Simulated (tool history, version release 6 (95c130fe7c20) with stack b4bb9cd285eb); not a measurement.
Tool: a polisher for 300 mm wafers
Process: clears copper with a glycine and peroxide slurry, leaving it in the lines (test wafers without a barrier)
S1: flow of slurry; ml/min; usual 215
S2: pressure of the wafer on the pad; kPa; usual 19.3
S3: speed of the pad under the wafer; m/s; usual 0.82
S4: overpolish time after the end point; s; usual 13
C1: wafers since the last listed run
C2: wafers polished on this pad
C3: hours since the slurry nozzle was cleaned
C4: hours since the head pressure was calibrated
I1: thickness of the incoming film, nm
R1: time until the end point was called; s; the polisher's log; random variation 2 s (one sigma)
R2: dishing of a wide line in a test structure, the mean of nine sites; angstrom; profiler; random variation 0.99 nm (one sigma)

run	hour	S1	S2	S3	S4	C1	C2	C3	C4	I1	R1	R2
1	0	215	19.3	0.82	18	0	565	405.1	469.7	672.9	132.6	525
2	8.6	215	19.3	0.68	13	73	638	413.7	478.3	672.1	151	382
# hour 13.8: worn pad replaced by a new one
3	20.5	215	19.3	0.82	17	67	57	425.6	490.2	672.3	119.4	578
4	27.7	215	19.3	0.82	13	61	118	432.8	497.4	659.5	117.3	457
5	42.8	215	19.3	0.82	13	128	247	447.9	512.5	665	120.4	430
6	55.7	215	19.3	0.82	13	109	357	460.8	525.4	673.4	127.8	431
7	73.5	215	19.3	0.82	13	151	509	478.6	543.2	676.9	129	447
# hour 93.5: worn pad replaced by a new one
8	94	215	19.3	0.82	13	140	4	499.1	563.7	676.5	120.1	460
9	98.2	150	19.3	0.96	13	35	39	503.3	567.9	673.4	113.3	474
# hour 101.3: slurry nozzle cleaned
10	114.9	275	15.2	1.06	13	133	173	13.6	584.6	670.5	126.8	444
11	123.5	270	19.3	0.82	13	73	247	22.2	593.2	665.7	118.9	458
12	133.8	215	19.3	0.82	13	87	334	32.5	603.5	663.8	128.3	430
13	159.1	215	19.3	0.82	13	215	550	57.8	628.8	676.3	131.5	420
# hour 178.3: worn pad replaced by a new one
# hour 183.8: head pressure recalibrated
14	201.9	215	15.9	0.94	11	313	184	100.6	18.1	664.2	130.5	369
15	209.7	145	19.3	0.9	13	66	250	108.4	25.9	682.4	130.8	438
16	219.7	250	17.2	0.6	13	85	336	118.4	35.9	670.6	160.2	350
17	236.2	215	15.2	0.82	15	140	476	134.9	52.4	666	155.5	394

5 ways to go on from here, each from the tool as it stands after run 17. What would each give?
A	236.7	215	13.1	0.82	13	4	481	135.4	52.9	661.4	?	?
B	236.7	245	17.2	0.58	13	4	481	135.4	52.9	661.4	?	?
C	236.7	185	24.8	0.62	20	4	481	135.4	52.9	661.4	?	?
D	236.7	240	13.8	1.06	10	4	481	135.4	52.9	661.4	?	?
E	236.7	215	19.3	0.82	16	4	481	135.4	52.9	661.4	?	?

run	R1	R2
A	177.4	327
B	173.2	338
C	131.2	606
D	143.9	311
E	132	500
Without the tool's hidden state the same runs would have given:
run	R1	R2
A	157.7	361
B	154	374
C	116.6	661
D	128	343
E	117.4	547

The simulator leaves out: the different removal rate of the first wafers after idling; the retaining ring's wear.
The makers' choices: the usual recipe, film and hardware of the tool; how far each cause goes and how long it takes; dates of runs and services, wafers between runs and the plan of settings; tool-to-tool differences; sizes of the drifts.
